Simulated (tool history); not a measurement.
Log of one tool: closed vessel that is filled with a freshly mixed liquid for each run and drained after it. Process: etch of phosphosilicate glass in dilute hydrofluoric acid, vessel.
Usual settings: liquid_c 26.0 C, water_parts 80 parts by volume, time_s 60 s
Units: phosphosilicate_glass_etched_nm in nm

| run | day | liquid_c | water_parts | time_s | wafers since the last listed run | hours since the thermometer was replaced | hours since the hydrofluoric acid flow meter was replaced | hours since the gauge calibration | read-back film thickness of the phosphosilicate glass reference wafer, read on the same gauge (nm) | phosphosilicate_glass_etched_nm |
|---|---|---|---|---|---|---|---|---|---|---|
| 1 | 0.000 | 26.0 | 80 | 60 | 0 | 885.1 | 833.8 | 402.7 | 99.98 | 140.50 |
| 2 | 1.204 | 26.0 | 80 | 60 | 1810 | 914.0 | 862.7 | 431.6 | 100.04 | 141.15 |
| 3 | 2.612 | 26.0 | 80 | 50 | 2117 | 947.8 | 896.5 | 465.4 | 100.01 | 116.25 |
| 4 | 3.396 | 26.0 | 80 | 50 | 1177 | 966.6 | 915.3 | 484.2 | 99.98 | 114.88 |
| 5 | 4.750 | 26.0 | 80 | 50 | 2036 | 999.1 | 947.8 | 516.7 | 100.02 | 117.34 |
| 6 | 5.808 | 26.0 | 80 | 60 | 1591 | 1024.5 | 973.2 | 542.1 | 99.96 | 139.94 |
| 7 | 7.233 | 26.0 | 80 | 85 | 2142 | 1058.7 | 1007.4 | 576.3 | 100.00 | 198.81 |
| 8 | 8.500 | 26.0 | 80 | 60 | 1904 | 1089.1 | 1037.8 | 606.7 | 99.97 | 138.78 |
| 9 | 9.854 | 26.0 | 80 | 60 | 2036 | 1121.6 | 1070.3 | 639.2 | 100.02 | 138.82 |
| 10 | 10.488 | 26.0 | 80 | 60 | 952 | 1136.8 | 1085.5 | 654.4 | 99.99 | 140.64 |
| 11 | 11.667 | 26.0 | 80 | 80 | 1773 | 1165.1 | 1113.8 | 682.7 | 99.98 | 184.37 |
| 12 | 12.658 | 28.5 | 95 | 45 | 1491 | 1188.9 | 1137.6 | 706.5 | 100.00 | 93.92 |
|  | 13.583 | thermometer replaced |
| 13 | 13.604 | 29.5 | 80 | 60 | 1359 | 0.5 | 1160.3 | 729.2 | 100.03 | 157.33 |
| 14 | 14.733 | 26.0 | 80 | 60 | 1698 | 27.6 | 1187.4 | 756.3 | 100.01 | 136.96 |
|  | 14.775 | hydrofluoric acid flow meter replaced |
| 15 | 16.192 | 26.0 | 80 | 60 | 2130 | 62.6 | 34.0 | 791.3 | 99.99 | 148.68 |
| 16 | 17.000 | 23.5 | 40 | 70 | 1215 | 82.0 | 53.4 | 810.7 | 99.98 | 331.21 |
| 17 | 18.125 | 21.0 | 80 | 40 | 1691 | 109.0 | 80.4 | 837.7 | 100.04 | 82.43 |
|  | 18.300 | gauge calibrated |
| 18 | 18.658 | 28.5 | 110 | 80 | 802 | 121.8 | 93.2 | 8.6 | 100.05 | 150.98 |
| 19 | 19.221 | 26.0 | 100 | 60 | 845 | 135.3 | 106.7 | 22.1 | 99.97 | 115.76 |
| 20 | 20.271 | 28.5 | 110 | 80 | 1578 | 160.5 | 131.9 | 47.3 | 100.02 | 151.36 |
| 21 | 21.654 | 22.5 | 80 | 35 | 2080 | 193.7 | 165.1 | 80.5 | 99.98 | 75.73 |
| 22 | 22.717 | 26.0 | 45 | 60 | 1597 | 219.2 | 190.6 | 106.0 | 100.02 | 276.49 |
| 23 | 24.033 | 22.0 | 50 | 90 | 1979 | 250.8 | 222.2 | 137.6 | 99.99 | 316.00 |
| 24 | 25.367 | 26.0 | 55 | 75 | 2005 | 282.8 | 254.2 | 169.6 | 99.95 | 276.42 |
| 25 | 26.758 | 26.0 | 80 | 60 | 2092 | 316.2 | 287.6 | 203.0 | 100.01 | 147.47 |
| 26 | 27.492 | 22.0 | 45 | 45 | 1102 | 333.8 | 305.2 | 220.6 | 99.96 | 174.13 |
| 27 | 28.812 | 22.5 | 45 | 35 | 1986 | 365.5 | 336.9 | 252.3 | 100.02 | 139.31 |
| 28 | 29.804 | 23.0 | 80 | 45 | 1491 | 389.3 | 360.7 | 276.1 | 100.00 | 98.24 |
| 29 | 31.262 | 26.0 | 80 | 60 | 2193 | 424.3 | 395.7 | 311.1 | 100.01 | 146.54 |
| 30 | 31.888 | 26.0 | 65 | 95 | 939 | 439.3 | 410.7 | 326.1 | 99.95 | 288.27 |
| 31 | 33.158 | 26.0 | 80 | 40 | 1911 | 469.8 | 441.2 | 356.6 | 100.04 | 96.81 |
| 32 | 35.467 | 26.0 | 80 | 60 | 3471 | 525.2 | 496.6 | 412.0 | 99.96 | 143.96 |

The tool's hidden state at each run:
liquid colder than its thermometer reads (K): 0 in every run
gauge reads high (%): 0 in every run
H1: hydrofluoric acid flow below the setpoint (%)
| run | H1 |
|---|---|
| 1 | 6.14 |
| 2 | 6.34 |
| 3 | 6.57 |
| 4 | 6.7 |
| 5 | 6.93 |
| 6 | 7.11 |
| 7 | 7.34 |
| 8 | 7.55 |
| 9 | 7.78 |
| 10 | 7.89 |
| 11 | 8.08 |
| 12 | 8.25 |
| 13 | 8.41 |
| 14 | 8.59 |
| 15 | 0.932 |
| 16 | 1.07 |
| 17 | 1.25 |
| 18 | 1.34 |
| 19 | 1.44 |
| 20 | 1.61 |
| 21 | 1.84 |
| 22 | 2.02 |
| 23 | 2.24 |
| 24 | 2.46 |
| 25 | 2.69 |
| 26 | 2.82 |
| 27 | 3.04 |
| 28 | 3.2 |
| 29 | 3.45 |
| 30 | 3.55 |
| 31 | 3.76 |
| 32 | 4.15 |

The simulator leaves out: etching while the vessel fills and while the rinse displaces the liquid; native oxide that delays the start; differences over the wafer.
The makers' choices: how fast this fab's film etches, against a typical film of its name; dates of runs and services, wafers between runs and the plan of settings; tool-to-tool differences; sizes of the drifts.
